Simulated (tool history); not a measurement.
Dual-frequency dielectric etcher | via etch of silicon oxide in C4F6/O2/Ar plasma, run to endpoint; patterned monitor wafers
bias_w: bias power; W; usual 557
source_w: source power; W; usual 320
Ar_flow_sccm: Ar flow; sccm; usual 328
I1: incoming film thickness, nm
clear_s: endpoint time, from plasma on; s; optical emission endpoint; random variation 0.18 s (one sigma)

Run 1, hour 0: usual settings; I1 144.9. Result: clear_s 32.1 s.
Run 2, hour 14.2: usual settings; I1 144.6. Result: clear_s 32 s.
Run 3, hour 22.5: usual settings; I1 145. Result: clear_s 32.2 s.
Run 4, hour 32.1: usual settings but bias_w 598 W; I1 147.1. Result: clear_s 31.8 s.
Run 5, hour 44.8: usual settings; I1 144.7. Result: clear_s 32.2 s.
Run 6, hour 58.8: usual settings; I1 145.5. Result: clear_s 32.6 s.
Run 7, hour 66.3: usual settings; I1 144.3. Result: clear_s 32.3 s.
Run 8, hour 79.2: usual settings; I1 145.4. Result: clear_s 32.3 s.
Run 9, hour 95.4: usual settings; I1 145.4. Result: clear_s 32.3 s.
Run 10, hour 103.4: usual settings; I1 146. Result: clear_s 32.7 s.
At hour 116.1: Ar flow controller replaced.
Run 11, hour 116.6: usual settings but bias_w 617 W; I1 143.9. Result: clear_s 31.1 s.
Run 12, hour 125.5: usual settings but source_w 260 W, Ar_flow_sccm 277 sccm; I1 145.8. Result: clear_s 33.9 s.
At hour 133.8: source power generator calibrated.
Run 13, hour 134.3: usual settings but bias_w 664 W, source_w 350 W, Ar_flow_sccm 279 sccm; I1 144.7. Result: clear_s 28.6 s.
At hour 164.8: upper electrode replaced.
At hour 178.6: wet clean of the chamber.
Run 14, hour 179.1: usual settings but source_w 380 W, Ar_flow_sccm 360 sccm; I1 144.8. Result: clear_s 32.4 s.
Run 15, hour 179.5: usual settings but source_w 290 W; I1 143.8. Result: clear_s 34.5 s.
Run 16, hour 179.8: usual settings but source_w 400 W, Ar_flow_sccm 250 sccm; I1 144. Result: clear_s 29.7 s.
At hour 184.9: bias power generator calibrated.
Run 17, hour 193.1: usual settings but Ar_flow_sccm 288 sccm; I1 145.9. Result: clear_s 32.9 s.
Run 18, hour 209.2: usual settings but bias_w 675 W, Ar_flow_sccm 283 sccm; I1 144.8. Result: clear_s 30.5 s.
At hour 238.3: wet clean of the chamber, repeated, since the last time left the tool worse.
Run 19, hour 238.8: usual settings but bias_w 647 W, source_w 400 W, Ar_flow_sccm 403 sccm; I1 144.2. Result: clear_s 28.5 s.

Forecast run 20:
Run 20, hour 239.2: usual settings; I1 144.4. Result: clear_s ?.

{"run 20": {"clear_s": 31.6}}
Without the tool's hidden state the same run would have given clear_s 31.7 s.

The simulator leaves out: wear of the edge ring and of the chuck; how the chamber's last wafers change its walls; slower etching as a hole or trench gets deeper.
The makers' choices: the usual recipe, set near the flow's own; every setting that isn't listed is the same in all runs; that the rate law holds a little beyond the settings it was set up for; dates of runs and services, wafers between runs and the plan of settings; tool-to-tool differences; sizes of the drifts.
